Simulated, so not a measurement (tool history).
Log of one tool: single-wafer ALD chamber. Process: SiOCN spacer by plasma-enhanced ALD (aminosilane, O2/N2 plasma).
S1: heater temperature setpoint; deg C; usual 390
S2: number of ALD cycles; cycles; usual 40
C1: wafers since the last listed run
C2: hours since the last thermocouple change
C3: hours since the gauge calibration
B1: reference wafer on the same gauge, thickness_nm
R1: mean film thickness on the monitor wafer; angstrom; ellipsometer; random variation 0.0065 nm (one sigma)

{"run": 1, "hour": 0.0, "S1": 390, "S2": 35, "C1": 0, "C2": 388.9, "C3": 1740.1, "B1": 2.267, "R1": 22.97}
{"run": 2, "hour": 67.2, "S1": 390, "S2": 35, "C1": 384, "C2": 456.1, "C3": 1807.3, "B1": 2.266, "R1": 23.08}
{"run": 3, "hour": 139.5, "S1": 390, "S2": 40, "C1": 413, "C2": 528.4, "C3": 1879.6, "B1": 2.266, "R1": 26.36}
{"run": 4, "hour": 352.0, "S1": 390, "S2": 40, "C1": 1215, "C2": 740.9, "C3": 2092.1, "B1": 2.273, "R1": 26.4}
{"run": 5, "hour": 452.1, "S1": 390, "S2": 40, "C1": 572, "C2": 841.0, "C3": 2192.2, "B1": 2.273, "R1": 26.33}
{"run": 6, "hour": 532.5, "S1": 390, "S2": 40, "C1": 459, "C2": 921.4, "C3": 2272.6, "B1": 2.27, "R1": 26.38}
{"run": 7, "hour": 598.2, "S1": 390, "S2": 38, "C1": 375, "C2": 987.1, "C3": 2338.3, "B1": 2.27, "R1": 25.14}
{"run": 8, "hour": 694.0, "S1": 390, "S2": 38, "C1": 547, "C2": 1082.9, "C3": 2434.1, "B1": 2.272, "R1": 25.04}
{"run": 9, "hour": 763.5, "S1": 390, "S2": 40, "C1": 397, "C2": 1152.4, "C3": 2503.6, "B1": 2.273, "R1": 26.41}
{"run": 10, "hour": 827.7, "S1": 396, "S2": 40, "C1": 367, "C2": 1216.6, "C3": 2567.8, "B1": 2.271, "R1": 26.35}
{"run": 11, "hour": 875.1, "S1": 390, "S2": 36, "C1": 271, "C2": 1264.0, "C3": 2615.2, "B1": 2.273, "R1": 23.79}
{"run": 12, "hour": 970.3, "S1": 390, "S2": 45, "C1": 544, "C2": 1359.2, "C3": 2710.4, "B1": 2.274, "R1": 29.61}
{"run": 13, "hour": 1040.5, "S1": 390, "S2": 45, "C1": 401, "C2": 1429.4, "C3": 2780.6, "B1": 2.272, "R1": 29.88}
{"run": 14, "hour": 1083.5, "S1": 378, "S2": 44, "C1": 245, "C2": 1472.4, "C3": 2823.6, "B1": 2.273, "R1": 29.13}
{"hour": 1213.6, "done": "gauge calibrated"}
{"run": 15, "hour": 1363.7, "S1": 378, "S2": 44, "C1": 1602, "C2": 1752.6, "C3": 150.1, "B1": 2.231, "R1": 28.42}
{"run": 16, "hour": 1458.6, "S1": 390, "S2": 40, "C1": 542, "C2": 1847.5, "C3": 245.0, "B1": 2.235, "R1": 26.04}
{"run": 17, "hour": 1498.5, "S1": 390, "S2": 44, "C1": 228, "C2": 1887.4, "C3": 284.9, "B1": 2.233, "R1": 28.47}
{"run": 18, "hour": 1601.9, "S1": 390, "S2": 44, "C1": 591, "C2": 1990.8, "C3": 388.3, "B1": 2.237, "R1": 28.74}
{"run": 19, "hour": 1651.2, "S1": 390, "S2": 44, "C1": 281, "C2": 2040.1, "C3": 437.6, "B1": 2.24, "R1": 28.67}
{"run": 20, "hour": 1734.6, "S1": 390, "S2": 40, "C1": 476, "C2": 2123.5, "C3": 521.0, "B1": 2.245, "R1": 26.09}
{"run": 21, "hour": 1805.3, "S1": 390, "S2": 40, "C1": 404, "C2": 2194.2, "C3": 591.7, "B1": 2.245, "R1": 26.0}
{"run": 22, "hour": 1843.6, "S1": 390, "S2": 40, "C1": 219, "C2": 2232.5, "C3": 630.0, "B1": 2.246, "R1": 26.14}
{"run": 23, "hour": 1912.2, "S1": 400, "S2": 47, "C1": 392, "C2": 2301.1, "C3": 698.6, "B1": 2.244, "R1": 30.66}
{"run": 24, "hour": 1969.5, "S1": 403, "S2": 36, "C1": 327, "C2": 2358.4, "C3": 755.9, "B1": 2.246, "R1": 23.43}
{"run": 25, "hour": 2061.4, "S1": 385, "S2": 33, "C1": 525, "C2": 2450.3, "C3": 847.8, "B1": 2.25, "R1": 21.56}
{"run": 26, "hour": 2148.7, "S1": 390, "S2": 40, "C1": 499, "C2": 2537.6, "C3": 935.1, "B1": 2.253, "R1": 26.17}
{"run": 27, "hour": 2229.4, "S1": 399, "S2": 36, "C1": 461, "C2": 2618.3, "C3": 1015.8, "B1": 2.252, "R1": 23.53}
{"run": 28, "hour": 2326.0, "S1": 390, "S2": 40, "C1": 552, "C2": 2714.9, "C3": 1112.4, "B1": 2.256, "R1": 26.28}
{"run": 29, "hour": 2420.6, "S1": 376, "S2": 34, "C1": 540, "C2": 2809.5, "C3": 1207.0, "B1": 2.256, "R1": 22.26}
{"run": 30, "hour": 2513.2, "S1": 383, "S2": 48, "C1": 529, "C2": 2902.1, "C3": 1299.6, "B1": 2.259, "R1": 31.59}
{"run": 31, "hour": 2592.6, "S1": 399, "S2": 38, "C1": 454, "C2": 2981.5, "C3": 1379.0, "B1": 2.259, "R1": 24.89}
{"run": 32, "hour": 2671.6, "S1": 390, "S2": 40, "C1": 451, "C2": 3060.5, "C3": 1458.0, "B1": 2.26, "R1": 26.2}
{"run": 33, "hour": 2743.0, "S1": 395, "S2": 35, "C1": 408, "C2": 3131.9, "C3": 1529.4, "B1": 2.26, "R1": 22.98}

Run 34 comes next. What will it give?
{"run": 34, "hour": 2840.3, "S1": 379, "S2": 47, "C1": 556, "C2": 3229.2, "C3": 1626.7, "B1": "?", "R1": "?"}

{"run 34": {"B1": 2.26, "R1": 30.91}}
Without the tool's hidden state the same run would have given R1 30.48 angstrom.

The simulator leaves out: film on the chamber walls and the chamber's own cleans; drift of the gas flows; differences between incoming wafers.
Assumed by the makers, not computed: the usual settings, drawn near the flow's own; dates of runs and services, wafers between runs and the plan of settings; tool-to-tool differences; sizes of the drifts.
